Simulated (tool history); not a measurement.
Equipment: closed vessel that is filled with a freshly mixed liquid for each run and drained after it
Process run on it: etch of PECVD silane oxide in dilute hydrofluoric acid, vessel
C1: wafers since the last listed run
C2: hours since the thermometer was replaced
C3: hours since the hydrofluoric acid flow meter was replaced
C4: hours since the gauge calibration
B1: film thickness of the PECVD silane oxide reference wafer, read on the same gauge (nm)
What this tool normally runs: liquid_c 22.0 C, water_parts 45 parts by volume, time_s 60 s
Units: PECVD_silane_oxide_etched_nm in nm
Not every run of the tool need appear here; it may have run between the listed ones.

run 1 day=0.000 | liquid_c=22.0 water_parts=45 time_s=60 | C1=0 C2=3098.4 C3=260.1 C4=136.6 | B1=149.97 | PECVD_silane_oxide_etched_nm=62.10
run 2 day=2.071 | liquid_c=22.0 water_parts=45 time_s=60 | C1=4791 C2=3148.1 C3=309.8 C4=186.3 | B1=149.99 | PECVD_silane_oxide_etched_nm=64.00
run 3 day=2.788 | liquid_c=22.0 water_parts=45 time_s=60 | C1=1658 C2=3165.3 C3=327.0 C4=203.5 | B1=149.99 | PECVD_silane_oxide_etched_nm=64.57
run 4 day=3.100 | liquid_c=22.0 water_parts=50 time_s=60 | C1=723 C2=3172.8 C3=334.5 C4=211.0 | B1=149.99 | PECVD_silane_oxide_etched_nm=57.29
run 5 day=3.700 | liquid_c=22.0 water_parts=50 time_s=60 | C1=1388 C2=3187.2 C3=348.9 C4=225.4 | B1=149.97 | PECVD_silane_oxide_etched_nm=57.56
run 6 day=4.346 | liquid_c=22.0 water_parts=50 time_s=60 | C1=1494 C2=3202.7 C3=364.4 C4=240.9 | B1=150.00 | PECVD_silane_oxide_etched_nm=57.22
run 7 day=5.404 | liquid_c=22.0 water_parts=45 time_s=60 | C1=2448 C2=3228.1 C3=389.8 C4=266.3 | B1=149.99 | PECVD_silane_oxide_etched_nm=64.84
run 8 day=6.062 | liquid_c=22.0 water_parts=45 time_s=60 | C1=1523 C2=3243.9 C3=405.6 C4=282.1 | B1=150.05 | PECVD_silane_oxide_etched_nm=65.26
run 9 day=6.496 | liquid_c=22.0 water_parts=45 time_s=60 | C1=1002 C2=3254.3 C3=416.0 C4=292.5 | B1=149.95 | PECVD_silane_oxide_etched_nm=65.02
-- day=6.692 hydrofluoric acid flow meter replaced
run 10 day=6.750 | liquid_c=19.0 water_parts=45 time_s=60 | C1=491 C2=3260.4 C3=1.4 C4=298.6 | B1=150.02 | PECVD_silane_oxide_etched_nm=52.39
run 11 day=7.092 | liquid_c=21.0 water_parts=45 time_s=80 | C1=790 C2=3268.6 C3=9.6 C4=306.8 | B1=150.04 | PECVD_silane_oxide_etched_nm=76.06
run 12 day=7.708 | liquid_c=22.0 water_parts=45 time_s=90 | C1=1426 C2=3283.4 C3=24.4 C4=321.6 | B1=150.01 | PECVD_silane_oxide_etched_nm=89.21
run 13 day=8.112 | liquid_c=22.0 water_parts=45 time_s=60 | C1=935 C2=3293.1 C3=34.1 C4=331.3 | B1=149.98 | PECVD_silane_oxide_etched_nm=60.49
run 14 day=8.404 | liquid_c=22.0 water_parts=45 time_s=60 | C1=674 C2=3300.1 C3=41.1 C4=338.3 | B1=150.00 | PECVD_silane_oxide_etched_nm=59.97
-- day=9.046 thermometer replaced
run 15 day=9.138 | liquid_c=25.5 water_parts=55 time_s=30 | C1=1600 C2=2.2 C3=58.7 C4=355.9 | B1=149.97 | PECVD_silane_oxide_etched_nm=28.26
run 16 day=9.733 | liquid_c=22.0 water_parts=45 time_s=60 | C1=1378 C2=16.5 C3=73.0 C4=370.2 | B1=150.01 | PECVD_silane_oxide_etched_nm=60.67
run 17 day=10.329 | liquid_c=20.0 water_parts=65 time_s=45 | C1=1378 C2=30.8 C3=87.3 C4=384.5 | B1=150.01 | PECVD_silane_oxide_etched_nm=27.94
run 18 day=11.067 | liquid_c=22.0 water_parts=45 time_s=60 | C1=1706 C2=48.5 C3=105.0 C4=402.2 | B1=149.97 | PECVD_silane_oxide_etched_nm=61.10
run 19 day=11.762 | liquid_c=20.5 water_parts=55 time_s=30 | C1=1609 C2=65.2 C3=121.7 C4=418.9 | B1=149.99 | PECVD_silane_oxide_etched_nm=23.31
-- day=11.842 gauge calibrated
run 20 day=12.383 | liquid_c=22.0 water_parts=30 time_s=75 | C1=1436 C2=80.1 C3=136.6 C4=13.0 | B1=149.96 | PECVD_silane_oxide_etched_nm=117.59
run 21 day=13.071 | liquid_c=22.0 water_parts=45 time_s=85 | C1=1590 C2=96.6 C3=153.1 C4=29.5 | B1=150.01 | PECVD_silane_oxide_etched_nm=86.27
run 22 day=13.808 | liquid_c=22.0 water_parts=40 time_s=70 | C1=1706 C2=114.3 C3=170.8 C4=47.2 | B1=149.99 | PECVD_silane_oxide_etched_nm=81.29
run 23 day=14.442 | liquid_c=26.5 water_parts=40 time_s=50 | C1=1465 C2=129.5 C3=186.0 C4=62.4 | B1=149.98 | PECVD_silane_oxide_etched_nm=70.21
run 24 day=15.062 | liquid_c=24.5 water_parts=45 time_s=75 | C1=1436 C2=144.4 C3=200.9 C4=77.3 | B1=149.97 | PECVD_silane_oxide_etched_nm=87.52
run 25 day=15.579 | liquid_c=24.0 water_parts=65 time_s=90 | C1=1195 C2=156.8 C3=213.3 C4=89.7 | B1=150.01 | PECVD_silane_oxide_etched_nm=69.04
run 26 day=15.888 | liquid_c=22.0 water_parts=45 time_s=60 | C1=713 C2=164.2 C3=220.7 C4=97.1 | B1=150.00 | PECVD_silane_oxide_etched_nm=62.87

Here are 4 independent what-if runs from the current tool condition. What would each one return?
run A day=15.917 | liquid_c=22.0 water_parts=25 time_s=60 | C1=67 C2=164.9 C3=221.4 C4=97.8 | B1=? | PECVD_silane_oxide_etched_nm=?
run B day=15.917 | liquid_c=27.0 water_parts=55 time_s=50 | C1=67 C2=164.9 C3=221.4 C4=97.8 | B1=? | PECVD_silane_oxide_etched_nm=?
run C day=15.917 | liquid_c=22.0 water_parts=45 time_s=45 | C1=67 C2=164.9 C3=221.4 C4=97.8 | B1=? | PECVD_silane_oxide_etched_nm=?
run D day=15.917 | liquid_c=24.5 water_parts=25 time_s=80 | C1=67 C2=164.9 C3=221.4 C4=97.8 | B1=? | PECVD_silane_oxide_etched_nm=?

run=A B1=149.94 PECVD_silane_oxide_etched_nm=114.41
run=B B1=149.94 PECVD_silane_oxide_etched_nm=51.29
run=C B1=149.94 PECVD_silane_oxide_etched_nm=46.54
run=D B1=149.94 PECVD_silane_oxide_etched_nm=169.56
Without the tool's unlogged condition, the same runs would have read:
run=A PECVD_silane_oxide_etched_nm=108.32
run=B PECVD_silane_oxide_etched_nm=48.44
run=C PECVD_silane_oxide_etched_nm=44.00
run=D PECVD_silane_oxide_etched_nm=160.53

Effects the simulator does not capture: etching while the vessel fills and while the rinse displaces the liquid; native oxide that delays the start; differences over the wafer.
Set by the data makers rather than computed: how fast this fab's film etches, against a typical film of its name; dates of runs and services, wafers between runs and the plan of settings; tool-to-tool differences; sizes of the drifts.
